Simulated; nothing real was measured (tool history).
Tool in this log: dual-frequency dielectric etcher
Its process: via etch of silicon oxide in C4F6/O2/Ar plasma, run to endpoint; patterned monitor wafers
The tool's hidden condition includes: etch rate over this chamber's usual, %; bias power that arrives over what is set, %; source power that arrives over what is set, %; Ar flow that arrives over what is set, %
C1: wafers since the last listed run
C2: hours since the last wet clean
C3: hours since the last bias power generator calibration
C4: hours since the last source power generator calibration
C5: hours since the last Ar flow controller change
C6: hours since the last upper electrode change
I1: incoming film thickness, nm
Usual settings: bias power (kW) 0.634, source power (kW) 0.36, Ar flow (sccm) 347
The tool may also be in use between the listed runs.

{"run": 1, "hour": 0.0, "bias power (kW)": 0.634, "source power (kW)": 0.36, "Ar flow (sccm)": 347, "C1": 0, "C2": 48.2, "C3": 3329.5, "C4": 308, "C5": 67.7, "C6": 5079.9, "I1": 200.6, "endpoint time (s)": 42.6}
{"run": 2, "hour": 36.6, "bias power (kW)": 0.634, "source power (kW)": 0.36, "Ar flow (sccm)": 347, "C1": 768, "C2": 84.8, "C3": 3366.1, "C4": 344.6, "C5": 104.3, "C6": 5116.5, "I1": 200.9, "endpoint time (s)": 42.4}
{"run": 3, "hour": 71.8, "bias power (kW)": 0.634, "source power (kW)": 0.36, "Ar flow (sccm)": 347, "C1": 738, "C2": 120, "C3": 3401.3, "C4": 379.8, "C5": 139.5, "C6": 5151.7, "I1": 199.6, "endpoint time (s)": 42.2}
{"run": 4, "hour": 120.3, "bias power (kW)": 0.634, "source power (kW)": 0.36, "Ar flow (sccm)": 347, "C1": 1018, "C2": 168.5, "C3": 3449.8, "C4": 428.3, "C5": 188, "C6": 5200.2, "I1": 200.1, "endpoint time (s)": 41.9}
{"run": 5, "hour": 150.2, "bias power (kW)": 0.703, "source power (kW)": 0.32, "Ar flow (sccm)": 347, "C1": 627, "C2": 198.4, "C3": 3479.7, "C4": 458.2, "C5": 217.9, "C6": 5230.1, "I1": 200.6, "endpoint time (s)": 42.3}
{"hour": 178.0, "done": "bias power generator calibrated"}
{"run": 6, "hour": 210.4, "bias power (kW)": 0.634, "source power (kW)": 0.36, "Ar flow (sccm)": 347, "C1": 1179, "C2": 258.6, "C3": 32.4, "C4": 518.4, "C5": 278.1, "C6": 5290.3, "I1": 199.2, "endpoint time (s)": 41.2}
{"run": 7, "hour": 401.4, "bias power (kW)": 0.634, "source power (kW)": 0.36, "Ar flow (sccm)": 347, "C1": 4009, "C2": 449.6, "C3": 223.4, "C4": 709.4, "C5": 469.1, "C6": 5481.3, "I1": 200.1, "endpoint time (s)": 40.8}
{"run": 8, "hour": 458.6, "bias power (kW)": 0.573, "source power (kW)": 0.28, "Ar flow (sccm)": 347, "C1": 1200, "C2": 506.8, "C3": 280.6, "C4": 766.6, "C5": 526.3, "C6": 5538.5, "I1": 198.9, "endpoint time (s)": 45.4}
{"run": 9, "hour": 493.6, "bias power (kW)": 0.584, "source power (kW)": 0.45, "Ar flow (sccm)": 306, "C1": 734, "C2": 541.8, "C3": 315.6, "C4": 801.6, "C5": 561.3, "C6": 5573.5, "I1": 200, "endpoint time (s)": 38.2}
{"run": 10, "hour": 526.4, "bias power (kW)": 0.696, "source power (kW)": 0.41, "Ar flow (sccm)": 347, "C1": 688, "C2": 574.6, "C3": 348.4, "C4": 834.4, "C5": 594.1, "C6": 5606.3, "I1": 199.8, "endpoint time (s)": 38}
{"hour": 569.5, "done": "wet clean of the chamber"}
{"run": 11, "hour": 570.0, "bias power (kW)": 0.511, "source power (kW)": 0.42, "Ar flow (sccm)": 425, "C1": 411, "C2": 0.5, "C3": 392, "C4": 878, "C5": 637.7, "C6": 5649.9, "I1": 199.6, "endpoint time (s)": 43.2}
{"hour": 620.4, "done": "upper electrode replaced"}
{"run": 12, "hour": 620.9, "bias power (kW)": 0.634, "source power (kW)": 0.36, "Ar flow (sccm)": 391, "C1": 564, "C2": 51.4, "C3": 442.9, "C4": 928.9, "C5": 688.6, "C6": 0.5, "I1": 200.2, "endpoint time (s)": 42.8}
{"run": 13, "hour": 643.2, "bias power (kW)": 0.594, "source power (kW)": 0.31, "Ar flow (sccm)": 278, "C1": 468, "C2": 73.7, "C3": 465.2, "C4": 951.2, "C5": 710.9, "C6": 22.8, "I1": 197.3, "endpoint time (s)": 43.8}
{"run": 14, "hour": 673.4, "bias power (kW)": 0.634, "source power (kW)": 0.36, "Ar flow (sccm)": 347, "C1": 633, "C2": 103.9, "C3": 495.4, "C4": 981.4, "C5": 741.1, "C6": 53, "I1": 200.3, "endpoint time (s)": 42.2}
{"run": 15, "hour": 739.4, "bias power (kW)": 0.634, "source power (kW)": 0.32, "Ar flow (sccm)": 403, "C1": 1385, "C2": 169.9, "C3": 561.4, "C4": 1047.4, "C5": 807.1, "C6": 119, "I1": 200.2, "endpoint time (s)": 44.3}
{"run": 16, "hour": 882.8, "bias power (kW)": 0.634, "source power (kW)": 0.3, "Ar flow (sccm)": 423, "C1": 3010, "C2": 313.3, "C3": 704.8, "C4": 1190.8, "C5": 950.5, "C6": 262.4, "I1": 199.2, "endpoint time (s)": 44.7}
{"run": 17, "hour": 938.4, "bias power (kW)": 0.782, "source power (kW)": 0.44, "Ar flow (sccm)": 347, "C1": 1167, "C2": 368.9, "C3": 760.4, "C4": 1246.4, "C5": 1006.1, "C6": 318, "I1": 198.8, "endpoint time (s)": 36.2}
{"run": 18, "hour": 979.0, "bias power (kW)": 0.757, "source power (kW)": 0.36, "Ar flow (sccm)": 395, "C1": 852, "C2": 409.5, "C3": 801, "C4": 1287, "C5": 1046.7, "C6": 358.6, "I1": 198.9, "endpoint time (s)": 39.5}
{"run": 19, "hour": 1012.5, "bias power (kW)": 0.634, "source power (kW)": 0.36, "Ar flow (sccm)": 409, "C1": 703, "C2": 443, "C3": 834.5, "C4": 1320.5, "C5": 1080.2, "C6": 392.1, "I1": 199, "endpoint time (s)": 41.6}
{"run": 20, "hour": 1090.1, "bias power (kW)": 0.49, "source power (kW)": 0.36, "Ar flow (sccm)": 409, "C1": 1628, "C2": 520.6, "C3": 912.1, "C4": 1398.1, "C5": 1157.8, "C6": 469.7, "I1": 200, "endpoint time (s)": 44.3}
{"run": 21, "hour": 1157.5, "bias power (kW)": 0.589, "source power (kW)": 0.33, "Ar flow (sccm)": 266, "C1": 1414, "C2": 588, "C3": 979.5, "C4": 1465.5, "C5": 1225.2, "C6": 537.1, "I1": 200.7, "endpoint time (s)": 42.2}
{"run": 22, "hour": 1221.3, "bias power (kW)": 0.567, "source power (kW)": 0.32, "Ar flow (sccm)": 347, "C1": 1339, "C2": 651.8, "C3": 1043.3, "C4": 1529.3, "C5": 1289, "C6": 600.9, "I1": 201.7, "endpoint time (s)": 44}
{"hour": 1264.8, "done": "wet clean of the chamber"}
{"run": 23, "hour": 1266.8, "bias power (kW)": 0.634, "source power (kW)": 0.36, "Ar flow (sccm)": 347, "C1": 451, "C2": 2, "C3": 1088.8, "C4": 1574.8, "C5": 1334.5, "C6": 646.4, "I1": 199.8, "endpoint time (s)": 42.3}
{"run": 24, "hour": 1332.9, "bias power (kW)": 0.594, "source power (kW)": 0.39, "Ar flow (sccm)": 308, "C1": 1387, "C2": 68.1, "C3": 1154.9, "C4": 1640.9, "C5": 1400.6, "C6": 712.5, "I1": 200, "endpoint time (s)": 41.3}
{"run": 25, "hour": 1384.3, "bias power (kW)": 0.634, "source power (kW)": 0.36, "Ar flow (sccm)": 347, "C1": 1078, "C2": 119.5, "C3": 1206.3, "C4": 1692.3, "C5": 1452, "C6": 763.9, "I1": 199.3, "endpoint time (s)": 41.8}
{"run": 26, "hour": 1417.1, "bias power (kW)": 0.767, "source power (kW)": 0.36, "Ar flow (sccm)": 347, "C1": 688, "C2": 152.3, "C3": 1239.1, "C4": 1725.1, "C5": 1484.8, "C6": 796.7, "I1": 199.6, "endpoint time (s)": 39.5}
{"run": 27, "hour": 1451.0, "bias power (kW)": 0.792, "source power (kW)": 0.3, "Ar flow (sccm)": 347, "C1": 711, "C2": 186.2, "C3": 1273, "C4": 1759, "C5": 1518.7, "C6": 830.6, "I1": 198.9, "endpoint time (s)": 41.7}
{"run": 28, "hour": 1522.5, "bias power (kW)": 0.767, "source power (kW)": 0.36, "Ar flow (sccm)": 347, "C1": 1500, "C2": 257.7, "C3": 1344.5, "C4": 1830.5, "C5": 1590.2, "C6": 902.1, "I1": 198.9, "endpoint time (s)": 39.2}
{"run": 29, "hour": 1557.0, "bias power (kW)": 0.634, "source power (kW)": 0.36, "Ar flow (sccm)": 347, "C1": 724, "C2": 292.2, "C3": 1379, "C4": 1865, "C5": 1624.7, "C6": 936.6, "I1": 199.3, "endpoint time (s)": 41.4}

What if the next run were any one of these 4? Each begins from the tool's condition after run 29:
{"run": "A", "hour": 1557.4, "bias power (kW)": 0.634, "source power (kW)": 0.36, "Ar flow (sccm)": 347, "C1": 8, "C2": 292.6, "C3": 1379.4, "C4": 1865.4, "C5": 1625.1, "C6": 937, "I1": 198, "endpoint time (s)": "?"}
{"run": "B", "hour": 1557.4, "bias power (kW)": 0.554, "source power (kW)": 0.39, "Ar flow (sccm)": 347, "C1": 8, "C2": 292.6, "C3": 1379.4, "C4": 1865.4, "C5": 1625.1, "C6": 937, "I1": 198, "endpoint time (s)": "?"}
{"run": "C", "hour": 1557.4, "bias power (kW)": 0.756, "source power (kW)": 0.36, "Ar flow (sccm)": 347, "C1": 8, "C2": 292.6, "C3": 1379.4, "C4": 1865.4, "C5": 1625.1, "C6": 937, "I1": 198, "endpoint time (s)": "?"}
{"run": "D", "hour": 1557.4, "bias power (kW)": 0.774, "source power (kW)": 0.44, "Ar flow (sccm)": 282, "C1": 8, "C2": 292.6, "C3": 1379.4, "C4": 1865.4, "C5": 1625.1, "C6": 937, "I1": 198, "endpoint time (s)": "?"}

run=A endpoint_time_(s)=41.1
run=B endpoint_time_(s)=41.4
run=C endpoint_time_(s)=39.1
run=D endpoint_time_(s)=35.7
Stripped of hidden state, with their random variation kept, the same runs would have yielded:
run=A endpoint_time_(s)=42.1
run=B endpoint_time_(s)=42.5
run=C endpoint_time_(s)=40.1
run=D endpoint_time_(s)=36.6
